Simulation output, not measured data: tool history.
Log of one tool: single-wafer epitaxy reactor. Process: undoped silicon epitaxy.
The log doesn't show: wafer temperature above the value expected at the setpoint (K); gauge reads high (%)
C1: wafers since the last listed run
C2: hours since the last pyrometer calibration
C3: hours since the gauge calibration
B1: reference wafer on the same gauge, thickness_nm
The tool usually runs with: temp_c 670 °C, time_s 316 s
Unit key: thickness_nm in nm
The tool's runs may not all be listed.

Run 1, day 0: usual settings but temp_c 681 °C; C1 0; C2 1146.6; C3 946; B1 84.809. Result: thickness_nm 111.099 nm.
Run 2, day 7.962: usual settings but temp_c 681 °C; C1 1253; C2 1337.7; C3 1137.1; B1 84.661. Result: thickness_nm 110.705 nm.
Run 3, day 10.638: usual settings; C1 421; C2 1401.9; C3 1201.3; B1 84.586. Result: thickness_nm 85.572 nm.
Run 4, day 17.888: usual settings but time_s 355 s; C1 1141; C2 1575.9; C3 1375.3; B1 84.311. Result: thickness_nm 96.002 nm.
Run 5, day 19.017: usual settings but time_s 355 s; C1 177; C2 1603; C3 1402.4; B1 84.259. Result: thickness_nm 96.001 nm.
Run 6, day 21.25: usual settings; C1 351; C2 1656.6; C3 1456; B1 84.196. Result: thickness_nm 85.179 nm.
Run 7, day 23.588: usual settings; C1 367; C2 1712.7; C3 1512.1; B1 84.153. Result: thickness_nm 85.205 nm.
At day 24.546: gauge calibrated.
Run 8, day 24.633: usual settings; C1 164; C2 1737.8; C3 2.1; B1 84.9. Result: thickness_nm 85.89 nm.
Run 9, day 26.504: usual settings; C1 294; C2 1782.7; C3 47; B1 84.961. Result: thickness_nm 85.939 nm.
Run 10, day 28.312: usual settings; C1 284; C2 1826.1; C3 90.4; B1 84.907. Result: thickness_nm 85.978 nm.
Run 11, day 31.283: usual settings; C1 467; C2 1897.4; C3 161.7; B1 84.955. Result: thickness_nm 86.168 nm.
Run 12, day 33.829: usual settings but temp_c 675 °C, time_s 279 s; C1 400; C2 1958.5; C3 222.8; B1 84.909. Result: thickness_nm 85.615 nm.
At day 41.496: pyrometer calibrated.
Run 13, day 42.342: usual settings but temp_c 656 °C, time_s 279 s; C1 1287; C2 20.3; C3 427.1; B1 84.865. Result: thickness_nm 53.893 nm.
Run 14, day 44.246: usual settings but temp_c 675 °C, time_s 279 s; C1 299; C2 66; C3 472.8; B1 84.805. Result: thickness_nm 85.326 nm.
Run 15, day 45.492: usual settings but temp_c 680 °C, time_s 276 s; C1 196; C2 95.9; C3 502.7; B1 84.82. Result: thickness_nm 95.052 nm.
Run 16, day 47.196: usual settings but temp_c 677 °C, time_s 361 s; C1 268; C2 136.8; C3 543.6; B1 84.763. Result: thickness_nm 115.435 nm.
Run 17, day 49.529: usual settings but temp_c 665 °C, time_s 254 s; C1 367; C2 192.8; C3 599.6; B1 84.726. Result: thickness_nm 61.227 nm.
Run 18, day 52.154: usual settings but temp_c 679 °C, time_s 378 s; C1 413; C2 255.8; C3 662.6; B1 84.698. Result: thickness_nm 126.47 nm.
Run 19, day 53.992: usual settings but temp_c 683 °C, time_s 337 s; C1 289; C2 299.9; C3 706.7; B1 84.647. Result: thickness_nm 123.799 nm.
Run 20, day 56.633: usual settings but temp_c 674 °C, time_s 263 s; C1 415; C2 363.3; C3 770.1; B1 84.64. Result: thickness_nm 78.446 nm.
Run 21, day 58.512: usual settings but temp_c 663 °C, time_s 365 s; C1 295; C2 408.4; C3 815.2; B1 84.57. Result: thickness_nm 83.483 nm.

Hidden state or all else? Some run-to-run changes of thickness_nm, split into what the settings, what came in and random variation would give without the hidden state, and what is left for the hidden state (with any gauge scatter that isn't in both results):
Run 3 -> 4: time_s 316 -> 355. thickness_nm +10.43 nm: hidden state -0.352, all else +10.782.
Run 7 -> 8: gauge calibrated. thickness_nm +0.685 nm: hidden state +0.876, all else -0.191.
Run 16 -> 17: temp_c 677 -> 665, time_s 361 -> 254. thickness_nm -54.208 nm: hidden state +0.176, all else -54.384.
Run 17 -> 18: temp_c 665 -> 679, time_s 254 -> 378. thickness_nm +65.243 nm: hidden state -0.336, all else +65.579.

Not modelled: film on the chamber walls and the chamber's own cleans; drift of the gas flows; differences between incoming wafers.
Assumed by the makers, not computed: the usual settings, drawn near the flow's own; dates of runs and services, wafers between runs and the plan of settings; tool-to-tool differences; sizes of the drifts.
